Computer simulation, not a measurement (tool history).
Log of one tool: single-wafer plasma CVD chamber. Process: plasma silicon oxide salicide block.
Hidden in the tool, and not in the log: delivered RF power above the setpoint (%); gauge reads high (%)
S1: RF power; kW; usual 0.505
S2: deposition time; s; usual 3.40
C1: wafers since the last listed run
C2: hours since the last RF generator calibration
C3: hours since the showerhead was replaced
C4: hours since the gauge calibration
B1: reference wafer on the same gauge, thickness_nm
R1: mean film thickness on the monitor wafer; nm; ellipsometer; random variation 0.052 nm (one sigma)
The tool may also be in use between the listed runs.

run	hour	S1	S2	C1	C2	C3	C4	B1	R1
1	0.0	0.505	3.40	0	1259.2	3167.1	329.9	38.906	34.179
# hour 8.8: gauge calibrated
2	33.1	0.505	3.40	494	1292.3	3200.2	24.3	38.911	34.166
3	55.8	0.505	3.21	339	1315.0	3222.9	47.0	38.907	32.160
4	75.4	0.505	3.21	293	1334.6	3242.5	66.6	38.895	32.202
5	94.3	0.505	3.78	282	1353.5	3261.4	85.5	38.909	37.961
# hour 130.1: showerhead replaced
6	180.5	0.505	3.78	1169	1439.7	50.4	171.7	38.886	37.856
# hour 190.9: RF generator calibrated
7	197.8	0.530	2.89	139	6.9	67.7	189.0	38.893	29.914
8	225.0	0.565	3.64	406	34.1	94.9	216.2	38.920	38.507
9	255.7	0.505	3.96	458	64.8	125.6	246.9	38.906	40.409
10	283.2	0.575	3.57	411	92.3	153.1	274.4	38.907	37.916
# hour 291.5: gauge calibrated
11	304.7	0.505	2.88	321	113.8	174.6	13.2	38.911	29.482
12	333.2	0.505	3.40	426	142.3	203.1	41.7	38.887	34.691
13	359.7	0.450	3.70	396	168.8	229.6	68.2	38.914	36.474
14	374.7	0.505	3.40	224	183.8	244.6	83.2	38.917	34.620
15	388.9	0.505	2.75	212	198.0	258.8	97.4	38.902	28.069

How the hidden state differs across the entries between the runs, from the last listed run before each to the first after it:
Between runs 1 and 2: gauge calibrated (hour 8.8)
  delivered RF power above the setpoint (%): -5.34 -> -5.62
  measured less the result without the state, R1: -0.577 -> -0.608 nm
Between runs 5 and 6: showerhead replaced (hour 130.1)
  delivered RF power above the setpoint (%): -6.16 -> -6.96
  measured less the result without the state, R1: -0.743 -> -0.842 nm
Between runs 6 and 7: RF generator calibrated (hour 190.9)
  delivered RF power above the setpoint (%): -6.96 -> -0.434
  measured less the result without the state, R1: -0.842 -> -0.039 nm
Between runs 10 and 11: gauge calibrated (hour 291.5)
  delivered RF power above the setpoint (%): -0.462 -> -0.476
  measured less the result without the state, R1: -0.054 -> -0.043 nm

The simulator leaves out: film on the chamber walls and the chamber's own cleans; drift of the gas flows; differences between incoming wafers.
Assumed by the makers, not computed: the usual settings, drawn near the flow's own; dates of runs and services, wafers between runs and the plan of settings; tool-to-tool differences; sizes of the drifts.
